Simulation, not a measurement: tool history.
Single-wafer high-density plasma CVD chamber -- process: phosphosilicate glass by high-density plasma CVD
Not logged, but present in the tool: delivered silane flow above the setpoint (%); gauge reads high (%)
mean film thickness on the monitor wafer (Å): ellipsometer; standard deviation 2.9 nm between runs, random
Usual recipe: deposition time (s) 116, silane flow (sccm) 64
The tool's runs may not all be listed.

run,hour,deposition time (s),silane flow (sccm),wafers since the last listed run,hours since the silane flow controller was replaced,hours since the gauge calibration,"read-back reference wafer on the same gauge, thickness_nm",mean film thickness on the monitor wafer (Å)
1,0.0,116,64,0,4844.8,141.9,668.309,6627.74
2,9.1,116,64,111,4853.9,151.0,668.821,6673.61
3,15.4,116,64,77,4860.2,157.3,667.420,6698.67
4,26.7,116,70,138,4871.5,168.6,667.155,7056.47
5,42.1,116,74,189,4886.9,184.0,668.640,7339.46
6,52.9,116,74,132,4897.7,194.8,667.730,7379.37
7,65.8,116,74,158,4910.6,207.7,666.137,7345.15
8,75.7,122,64,121,4920.5,217.6,666.982,6988.79
# hour 86.4: gauge calibrated
9,88.4,122,64,156,4933.2,2.0,667.745,7029.92
10,105.9,116,61,214,4950.7,19.5,666.528,6472.96
11,117.3,116,64,140,4962.1,30.9,668.690,6640.04
12,133.5,116,64,199,4978.3,47.1,666.981,6661.94
# hour 145.1: silane flow controller replaced
13,145.6,94,77,50,0.5,59.2,665.989,6142.87
14,156.3,101,64,131,11.2,69.9,668.716,5817.53
15,170.2,116,52,170,25.1,83.8,667.037,5808.35
16,187.8,126,54,216,42.7,101.4,668.221,6510.27
17,194.8,107,69,85,49.7,108.4,667.374,6476.67
18,206.1,116,56,138,61.0,119.7,668.511,6118.39
19,213.9,116,71,95,68.8,127.5,668.347,7122.15
20,222.7,139,75,108,77.6,136.3,667.914,8815.19
21,238.2,100,55,190,93.1,151.8,667.823,5212.57

Consider 5 possible next runs. They are alternatives, not a sequence: every one starts from the tool as it was left by run 21. What does each give?
A,238.6,116,64,4,93.5,152.2,?,?
B,238.6,131,64,4,93.5,152.2,?,?
C,238.6,116,72,4,93.5,152.2,?,?
D,238.6,109,56,4,93.5,152.2,?,?
E,238.6,126,52,4,93.5,152.2,?,?

run,"read-back reference wafer on the same gauge, thickness_nm",mean film thickness on the monitor wafer (Å)
A,666.502,6634.98
B,666.502,7492.95
C,666.502,7173.27
D,666.502,5728.78
E,666.502,6329.91
With no hidden state in the tool, these same runs would have given:
run,mean film thickness on the monitor wafer (Å)
A,6634.98
B,7492.95
C,7173.27
D,5728.78
E,6329.91

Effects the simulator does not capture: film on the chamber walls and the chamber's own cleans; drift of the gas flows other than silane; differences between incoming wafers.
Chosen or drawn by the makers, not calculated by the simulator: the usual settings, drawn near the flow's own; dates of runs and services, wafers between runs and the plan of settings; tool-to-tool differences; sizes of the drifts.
